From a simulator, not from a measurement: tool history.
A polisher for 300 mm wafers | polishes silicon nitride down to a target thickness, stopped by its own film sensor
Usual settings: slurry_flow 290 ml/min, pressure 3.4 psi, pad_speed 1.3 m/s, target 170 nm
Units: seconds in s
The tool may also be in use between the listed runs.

run   hour  slurry_flow  pressure  pad_speed  target  wafers since the last listed run  wafers polished on this pad  hours since the slurry nozzle was cleaned  hours since the head pressure was calibrated  incoming thickness of the incoming film, nm  seconds
  1      0          290       3.4        1.3     170                                 0                          938                                      662.1                                         683.9                                        453.8    134.3
  2   46.3          290       3.4        1.3     170                               221                         1160                                      708.4                                         730.2                                          460    137.1
  3   60.5          290       3.4        1.3     170                                67                         1227                                      722.6                                         744.4                                        459.1    138.1
      78.9  -- worn pad replaced by a new one
  4   79.4          290       3.4        1.3     170                                71                            2                                      741.5                                         763.3                                        464.8    140.5
  5   96.3          290       3.4        1.3     170                                80                           83                                      758.4                                         780.2                                        456.7    135.5
  6  109.1          290       3.4        1.3     170                                61                          144                                      771.2                                           793                                          456      132
  7  137.3          290       3.4        1.3     170                               134                          279                                      799.4                                         821.2                                        461.4    138.4
  8  157.3          290       3.4        1.3     170                                95                          375                                      819.4                                         841.2                                        462.6    136.1
     180.4  -- slurry nozzle cleaned
  9    188          290       4.4       1.12     101                               142                          517                                        7.6                                         871.9                                        458.3    145.8
 10  208.2          375       3.9       1.76     233                                96                          614                                       27.8                                         892.1                                        457.7     74.8
     247.9  -- head pressure recalibrated
 11  256.3          315       2.2       1.02      89                               220                          834                                       75.9                                           8.4                                        459.3    316.6
     330.6  -- worn pad replaced by a new one
 12  331.1          340       3.4        1.3     170                               338                            2                                      150.7                                          83.2                                        467.1      142
 13  363.3          290       4.5       1.52     128                               154                          156                                      182.9                                         115.4                                        463.6    111.9
 14  388.8          375       3.4        1.3     170                               122                          278                                      208.4                                         140.9                                        461.9    140.7
 15  422.5          290       2.7        1.3     139                               161                          439                                      242.1                                         174.6                                          458    192.3
 16    457          290       3.4        1.3     170                               165                          605                                      276.6                                         209.1                                        463.1    143.4

3 ways to go on from here, each from the tool as it stands after run 16. What would each give?
  A  457.5          290       3.4        1.3     170                                 2                          607                                      277.1                                         209.6                                        460.2        ?
  B  457.5          290       3.1       0.98     221                                 2                          607                                      277.1                                         209.6                                        460.2        ?
  C  457.5          290       3.4       1.54     170                                 2                          607                                      277.1                                         209.6                                        460.2        ?

run  seconds
  A    141.2
  B    151.1
  C    126.5
Without the tool's hidden state the same runs would have given:
run  seconds
  A    143.8
  B    153.9
  C    128.8
